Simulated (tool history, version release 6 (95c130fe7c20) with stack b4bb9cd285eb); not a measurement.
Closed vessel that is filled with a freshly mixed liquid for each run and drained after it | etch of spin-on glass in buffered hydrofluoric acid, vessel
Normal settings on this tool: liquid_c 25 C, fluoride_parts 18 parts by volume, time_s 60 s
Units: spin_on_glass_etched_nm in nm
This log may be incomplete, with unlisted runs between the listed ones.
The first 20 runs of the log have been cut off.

run	hour	liquid_c	fluoride_parts	time_s	read-back film thickness of the spin-on glass reference wafer, read on the same gauge (nm)	spin_on_glass_etched_nm
# hour 479.5: hydrofluoric acid flow meter replaced
21	486.9	23.5	21	75	30.01	113.76
22	512.7	25	18	60	30.02	111.69
23	526.1	25	18	60	30	112.3
24	539.8	23	18	60	30.01	99.05
25	559.1	25	18	60	29.99	113.19
26	582.8	29	24.5	60	30	108.24
27	597.5	23.5	15	60	29.98	123.9
28	616.7	29	12	50	30	172.01
29	650.6	28	11.5	90	29.99	303
30	674.8	25	18	60	29.97	111.32
31	707	27.5	18	60	29.98	126.94
32	719.4	26.5	22	30	30.01	51.26

Below are 5 alternative next runs, each starting from the tool's condition after run 32. Predict each:
A	720.1	22	18	60	?	?
B	720.1	21	24.5	80	?	?
C	720.1	29	11.5	30	?	?
D	720.1	25	18	50	?	?
E	720.1	23.5	18	60	?	?

run	read-back film thickness of the spin-on glass reference wafer, read on the same gauge (nm)	spin_on_glass_etched_nm
A	30.01	94.16
B	30.01	94.25
C	30.01	106.75
D	30.01	92.51
E	30.01	102.28
Without the tool's unlogged condition, the same runs would have read:
run	spin_on_glass_etched_nm
A	98.3
B	97.13
C	111.39
D	96.57
E	106.77
